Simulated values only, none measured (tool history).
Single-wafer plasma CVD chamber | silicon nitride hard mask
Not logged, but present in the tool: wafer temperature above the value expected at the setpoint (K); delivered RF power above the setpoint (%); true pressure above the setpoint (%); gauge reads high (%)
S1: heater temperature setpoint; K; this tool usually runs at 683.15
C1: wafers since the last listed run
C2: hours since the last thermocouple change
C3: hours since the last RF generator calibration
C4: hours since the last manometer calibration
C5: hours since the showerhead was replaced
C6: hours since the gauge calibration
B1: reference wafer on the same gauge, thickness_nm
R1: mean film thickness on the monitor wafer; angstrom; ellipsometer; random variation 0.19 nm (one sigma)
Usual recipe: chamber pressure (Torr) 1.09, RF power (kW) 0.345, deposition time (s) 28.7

run 1 day=0 | S1=695.15 chamber_pressure_(Torr)=1.09 RF_power_(kW)=0.345 deposition_time_(s)=28.7 | C1=0 C2=1013.1 C3=1637.9 C4=2299.5 C5=4979 C6=571.7 | B1=30.655 | R1=311.98
run 2 day=1.321 | S1=683.15 chamber_pressure_(Torr)=1.09 RF_power_(kW)=0.345 deposition_time_(s)=28.7 | C1=675 C2=1044.8 C3=1669.6 C4=2331.2 C5=5010.7 C6=603.4 | B1=30.592 | R1=310.93
run 3 day=1.85 | S1=683.15 chamber_pressure_(Torr)=1.09 RF_power_(kW)=0.345 deposition_time_(s)=28.7 | C1=270 C2=1057.5 C3=1682.3 C4=2343.9 C5=5023.4 C6=616.1 | B1=30.622 | R1=312.35
-- day=2.579 gauge calibrated
-- day=2.946 RF generator calibrated
run 4 day=2.967 | S1=683.15 chamber_pressure_(Torr)=1.09 RF_power_(kW)=0.345 deposition_time_(s)=28.7 | C1=400 C2=1084.3 C3=0.5 C4=2370.7 C5=5050.2 C6=9.3 | B1=30.593 | R1=298.06
run 5 day=4.217 | S1=683.15 chamber_pressure_(Torr)=1.09 RF_power_(kW)=0.345 deposition_time_(s)=28.7 | C1=639 C2=1114.3 C3=30.5 C4=2400.7 C5=5080.2 C6=39.3 | B1=30.636 | R1=302.12
-- day=5.371 thermocouple changed; heater temperature recalibrated
run 6 day=5.608 | S1=683.15 chamber_pressure_(Torr)=1.09 RF_power_(kW)=0.345 deposition_time_(s)=28.7 | C1=541 C2=5.7 C3=63.9 C4=2434.1 C5=5113.6 C6=72.7 | B1=30.587 | R1=296.19
run 7 day=6.858 | S1=683.15 chamber_pressure_(Torr)=1.09 RF_power_(kW)=0.345 deposition_time_(s)=28.7 | C1=639 C2=35.7 C3=93.9 C4=2464.1 C5=5143.6 C6=102.7 | B1=30.564 | R1=293.56
run 8 day=7.533 | S1=683.15 chamber_pressure_(Torr)=1.09 RF_power_(kW)=0.345 deposition_time_(s)=28.7 | C1=345 C2=51.9 C3=110.1 C4=2480.3 C5=5159.8 C6=118.9 | B1=30.589 | R1=296.9
run 9 day=8.346 | S1=683.15 chamber_pressure_(Torr)=1.09 RF_power_(kW)=0.345 deposition_time_(s)=28.7 | C1=415 C2=71.4 C3=129.6 C4=2499.8 C5=5179.3 C6=138.4 | B1=30.644 | R1=297
run 10 day=9.538 | S1=683.15 chamber_pressure_(Torr)=1.09 RF_power_(kW)=0.345 deposition_time_(s)=28.7 | C1=609 C2=100 C3=158.2 C4=2528.4 C5=5207.9 C6=167 | B1=30.569 | R1=295.4
run 11 day=10.662 | S1=693.15 chamber_pressure_(Torr)=1.09 RF_power_(kW)=0.29 deposition_time_(s)=32 | C1=575 C2=127 C3=185.2 C4=2555.4 C5=5234.9 C6=194 | B1=30.605 | R1=270.29
run 12 day=11.354 | S1=673.15 chamber_pressure_(Torr)=0.96 RF_power_(kW)=0.315 deposition_time_(s)=28.7 | C1=353 C2=143.6 C3=201.8 C4=2572 C5=5251.5 C6=210.6 | B1=30.642 | R1=259.77
-- day=12.254 RF generator calibrated, repeated, since the last time left the tool worse
run 13 day=12.842 | S1=683.15 chamber_pressure_(Torr)=1.09 RF_power_(kW)=0.345 deposition_time_(s)=31 | C1=590 C2=179.3 C3=14.1 C4=2607.7 C5=5287.2 C6=246.3 | B1=30.625 | R1=354.96
-- day=13.208 capacitance manometer re-zeroed and calibrated
run 14 day=13.929 | S1=683.15 chamber_pressure_(Torr)=1.23 RF_power_(kW)=0.375 deposition_time_(s)=28.7 | C1=385 C2=205.4 C3=40.2 C4=17.3 C5=5313.3 C6=272.4 | B1=30.61 | R1=366.15
-- day=14.533 showerhead replaced
run 15 day=15.142 | S1=675.15 chamber_pressure_(Torr)=1.25 RF_power_(kW)=0.37 deposition_time_(s)=31.8 | C1=449 C2=234.5 C3=69.3 C4=46.4 C5=14.6 C6=301.5 | B1=30.58 | R1=403.97
run 16 day=16.008 | S1=689.15 chamber_pressure_(Torr)=1.09 RF_power_(kW)=0.345 deposition_time_(s)=32.7 | C1=443 C2=255.3 C3=90.1 C4=67.2 C5=35.4 C6=322.3 | B1=30.588 | R1=374.82
run 17 day=16.938 | S1=683.15 chamber_pressure_(Torr)=1.09 RF_power_(kW)=0.31 deposition_time_(s)=28.7 | C1=475 C2=277.6 C3=112.4 C4=89.5 C5=57.7 C6=344.6 | B1=30.611 | R1=293.76
run 18 day=17.896 | S1=683.15 chamber_pressure_(Torr)=1.28 RF_power_(kW)=0.345 deposition_time_(s)=27.2 | C1=490 C2=300.6 C3=135.4 C4=112.5 C5=80.7 C6=367.6 | B1=30.594 | R1=320.19
run 19 day=19.067 | S1=678.15 chamber_pressure_(Torr)=1.09 RF_power_(kW)=0.28 deposition_time_(s)=28.7 | C1=599 C2=328.7 C3=163.5 C4=140.6 C5=108.8 C6=395.7 | B1=30.619 | R1=259.01
run 20 day=20.029 | S1=683.15 chamber_pressure_(Torr)=1.09 RF_power_(kW)=0.345 deposition_time_(s)=28.7 | C1=492 C2=351.8 C3=186.6 C4=163.7 C5=131.9 C6=418.8 | B1=30.596 | R1=328.07
run 21 day=20.854 | S1=689.15 chamber_pressure_(Torr)=0.94 RF_power_(kW)=0.345 deposition_time_(s)=24 | C1=422 C2=371.6 C3=206.4 C4=183.5 C5=151.7 C6=438.6 | B1=30.565 | R1=262.22
run 22 day=24.192 | S1=688.15 chamber_pressure_(Torr)=1.09 RF_power_(kW)=0.345 deposition_time_(s)=24 | C1=1707 C2=451.7 C3=286.5 C4=263.6 C5=231.8 C6=518.7 | B1=30.62 | R1=272.92
run 23 day=25.638 | S1=683.15 chamber_pressure_(Torr)=1.09 RF_power_(kW)=0.345 deposition_time_(s)=28.7 | C1=739 C2=486.4 C3=321.2 C4=298.3 C5=266.5 C6=553.4 | B1=30.608 | R1=326.14
-- day=25.804 gauge calibrated
run 24 day=26.917 | S1=683.15 chamber_pressure_(Torr)=1.09 RF_power_(kW)=0.345 deposition_time_(s)=28.7 | C1=654 C2=517.1 C3=351.9 C4=329 C5=297.2 C6=26.7 | B1=30.605 | R1=327.67
run 25 day=27.562 | S1=693.15 chamber_pressure_(Torr)=1.09 RF_power_(kW)=0.28 deposition_time_(s)=28.7 | C1=330 C2=532.6 C3=367.4 C4=344.5 C5=312.7 C6=42.2 | B1=30.62 | R1=254.27
run 26 day=28.525 | S1=675.15 chamber_pressure_(Torr)=1.09 RF_power_(kW)=0.28 deposition_time_(s)=33.3 | C1=492 C2=555.7 C3=390.5 C4=367.6 C5=335.8 C6=65.3 | B1=30.577 | R1=299.31
run 27 day=30.017 | S1=673.15 chamber_pressure_(Torr)=1.22 RF_power_(kW)=0.32 deposition_time_(s)=24.6 | C1=763 C2=591.5 C3=426.3 C4=403.4 C5=371.6 C6=101.1 | B1=30.586 | R1=266.51
run 28 day=31.029 | S1=696.15 chamber_pressure_(Torr)=1.09 RF_power_(kW)=0.365 deposition_time_(s)=32.9 | C1=518 C2=615.8 C3=450.6 C4=427.7 C5=395.9 C6=125.4 | B1=30.593 | R1=390.39
run 29 day=32.117 | S1=683.15 chamber_pressure_(Torr)=1.09 RF_power_(kW)=0.345 deposition_time_(s)=28.7 | C1=556 C2=641.9 C3=476.7 C4=453.8 C5=422 C6=151.5 | B1=30.6 | R1=323.57

3 options for the next run, each taken on its own from the tool as it stands now. Forecast them:
run A day=32.133 | S1=683.15 chamber_pressure_(Torr)=1.25 RF_power_(kW)=0.345 deposition_time_(s)=28.7 | C1=8 C2=642.3 C3=477.1 C4=454.2 C5=422.4 C6=151.9 | B1=? | R1=?
run B day=32.133 | S1=683.15 chamber_pressure_(Torr)=1.09 RF_power_(kW)=0.375 deposition_time_(s)=33.2 | C1=8 C2=642.3 C3=477.1 C4=454.2 C5=422.4 C6=151.9 | B1=? | R1=?
run C day=32.133 | S1=673.15 chamber_pressure_(Torr)=0.93 RF_power_(kW)=0.28 deposition_time_(s)=27.3 | C1=8 C2=642.3 C3=477.1 C4=454.2 C5=422.4 C6=151.9 | B1=? | R1=?

run=A B1=30.547 R1=336.35
run=B B1=30.547 R1=405.62
run=C B1=30.547 R1=234.62
The same runs, with their run-to-run variation unchanged, on a tool lacking any hidden condition would have given:
run=A R1=341.06
run=B R1=411.23
run=C R1=238.31
